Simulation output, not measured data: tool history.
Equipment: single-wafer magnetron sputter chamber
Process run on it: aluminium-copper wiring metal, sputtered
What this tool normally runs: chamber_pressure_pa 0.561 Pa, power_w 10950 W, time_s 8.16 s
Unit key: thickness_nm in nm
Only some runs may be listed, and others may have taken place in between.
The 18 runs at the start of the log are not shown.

| run | hour | chamber_pressure_pa | power_w | time_s | wafers since the last listed run | wafers on the sputter target | hours since the last manometer calibration | hours since the magnet pack was replaced | hours since the gauge calibration | read-back reference wafer on the same gauge, thickness_nm | thickness_nm |
|---|---|---|---|---|---|---|---|---|---|---|---|
| 19 | 213.9 | 0.768 | 9200 | 8.97 | 408 | 5951 | 55.5 | 7125.7 | 76.8 | 134.004 | 127.916 |
| 20 | 231.2 | 0.561 | 12950 | 8.16 | 477 | 6429 | 72.8 | 7143.0 | 94.1 | 133.982 | 180.455 |
|  | 239.7 | sputter target and shields replaced |
| 21 | 249.1 | 0.339 | 10950 | 8.84 | 273 | 259 | 90.7 | 7160.9 | 112.0 | 133.995 | 184.020 |
| 22 | 260.3 | 0.748 | 8300 | 6.76 | 309 | 568 | 101.9 | 7172.1 | 123.2 | 134.001 | 88.040 |
| 23 | 272.3 | 0.561 | 13250 | 9.62 | 331 | 900 | 113.9 | 7184.1 | 135.2 | 134.010 | 217.887 |
| 24 | 284.6 | 0.640 | 10950 | 9.12 | 339 | 1240 | 126.2 | 7196.4 | 147.5 | 134.038 | 164.836 |
| 25 | 292.5 | 0.561 | 10950 | 8.16 | 218 | 1458 | 134.1 | 7204.3 | 155.4 | 134.041 | 153.348 |
| 26 | 302.8 | 0.561 | 10950 | 8.16 | 284 | 1743 | 144.4 | 7214.6 | 165.7 | 133.950 | 153.157 |
|  | 331.6 | magnet pack replaced |
| 27 | 349.9 | 0.721 | 8300 | 6.93 | 1080 | 2823 | 191.5 | 18.3 | 212.8 | 133.955 | 91.400 |
| 28 | 366.5 | 0.643 | 13550 | 9.15 | 458 | 3282 | 208.1 | 34.9 | 229.4 | 133.973 | 204.583 |
| 29 | 380.1 | 0.781 | 8900 | 8.16 | 375 | 3657 | 221.7 | 48.5 | 243.0 | 134.006 | 112.019 |

Run 30 is up next; what results do you expect?
| 30 | 389.8 | 0.759 | 10950 | 8.16 | 268 | 3925 | 231.4 | 58.2 | 252.7 | ? | ? |

Run 30 yielded read-back reference wafer on the same gauge, thickness_nm 134.014, thickness_nm 139.362 nm.
Minus the tool's unlogged condition, the same run would have read thickness_nm 140.398 nm.
